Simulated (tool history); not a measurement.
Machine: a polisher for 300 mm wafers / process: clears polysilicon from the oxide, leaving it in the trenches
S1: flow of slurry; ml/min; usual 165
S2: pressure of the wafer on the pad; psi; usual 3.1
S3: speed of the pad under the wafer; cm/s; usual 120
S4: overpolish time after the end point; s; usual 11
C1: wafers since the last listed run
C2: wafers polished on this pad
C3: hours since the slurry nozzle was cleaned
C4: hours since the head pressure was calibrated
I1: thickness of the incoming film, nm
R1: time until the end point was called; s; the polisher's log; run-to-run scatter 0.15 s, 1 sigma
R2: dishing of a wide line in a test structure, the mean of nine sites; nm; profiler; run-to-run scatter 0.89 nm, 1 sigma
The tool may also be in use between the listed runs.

run	day	S1	S2	S3	S4	C1	C2	C3	C4	I1	R1	R2
1	0.000	165	3.1	120	11	0	3828	320.2	41.3	325.2	18.6	54.2
2	3.954	165	3.1	120	11	1556	5385	415.1	136.2	332.4	19.1	53.6
# day 7.808: worn pad replaced by a new one
# day 10.150: slurry nozzle cleaned
3	15.975	165	3.1	120	11	4649	3198	139.8	424.7	326.5	18.6	53.9
4	18.375	165	3.1	120	11	944	4143	197.4	482.3	330.0	18.9	53.2
# day 21.279: head pressure recalibrated
5	22.538	165	3.1	134	7	1605	5749	297.3	30.2	332.4	17.1	50.5
# day 23.700: worn pad replaced by a new one
6	24.233	165	3.1	120	11	601	209	338.0	70.9	329.7	19.7	52.3
7	27.300	165	3.1	120	11	1207	1416	411.6	144.5	330.9	20.0	53.4
8	29.783	165	3.1	120	11	977	2393	471.2	204.1	333.4	20.4	54.7
9	32.042	125	3.1	120	11	888	3282	525.4	258.3	336.6	22.2	52.0
10	34.892	125	3.1	120	11	1121	4404	593.8	326.7	331.3	21.8	53.8
# day 35.854: slurry nozzle cleaned
# day 38.142: worn pad replaced by a new one, repeated, since the last time left the tool worse
11	38.817	125	3.1	120	11	1462	265	71.1	420.9	329.4	18.9	54.1
12	42.904	165	3.1	120	11	1608	1873	169.2	519.0	326.1	18.3	54.2
13	45.496	115	3.5	160	9	1020	2894	231.4	581.2	325.9	13.5	55.3
# day 46.608: head pressure recalibrated
14	49.267	165	3.1	120	11	1451	4345	321.9	63.8	335.3	19.2	54.2
15	50.888	165	3.1	120	11	637	4983	360.8	102.7	327.1	18.7	54.4
# day 52.179: worn pad replaced by a new one
16	54.712	165	3.1	120	11	1439	997	452.6	194.5	335.4	18.5	53.3
17	58.642	195	3.6	156	17	1546	2543	546.9	288.8	325.8	12.1	53.4
# day 61.196: slurry nozzle cleaned
18	62.800	165	3.1	120	11	1620	4164	38.5	388.6	323.4	17.9	54.4
19	65.050	130	2.2	98	8	885	5049	92.5	442.6	332.7	31.5	43.2
# day 66.125: worn pad replaced by a new one
20	69.162	205	2.2	120	17	1553	1195	191.2	541.3	332.8	23.3	55.1
21	70.929	165	2.1	120	7	695	1890	233.6	583.7	328.8	24.4	44.8
22	74.000	165	3.1	120	6	1208	3099	307.3	657.4	327.6	18.3	47.0
# day 74.488: head pressure recalibrated
23	78.296	150	3.1	120	11	1658	4757	410.4	91.4	332.0	19.4	53.9
24	81.071	165	3.1	120	14	1092	5849	477.0	158.0	331.9	19.1	53.9

Forecast each of these 5 alternatives for the next run:
A	81.088	165	3.1	120	11	6	5856	477.4	158.4	327.6	?	?
B	81.088	165	3.1	82	11	6	5856	477.4	158.4	327.6	?	?
C	81.088	185	3.7	100	8	6	5856	477.4	158.4	327.6	?	?
D	81.088	140	4.0	120	11	6	5856	477.4	158.4	327.6	?	?
E	81.088	165	2.7	120	11	6	5856	477.4	158.4	327.6	?	?

run	R1	R2
A	19.0	52.3
B	27.8	48.9
C	19.4	49.3
D	16.0	53.1
E	21.2	51.5
Without the tool's unlogged condition, the same runs would have read:
run	R1	R2
A	18.0	52.6
B	26.4	49.5
C	18.4	49.9
D	15.1	53.3
E	20.1	51.9
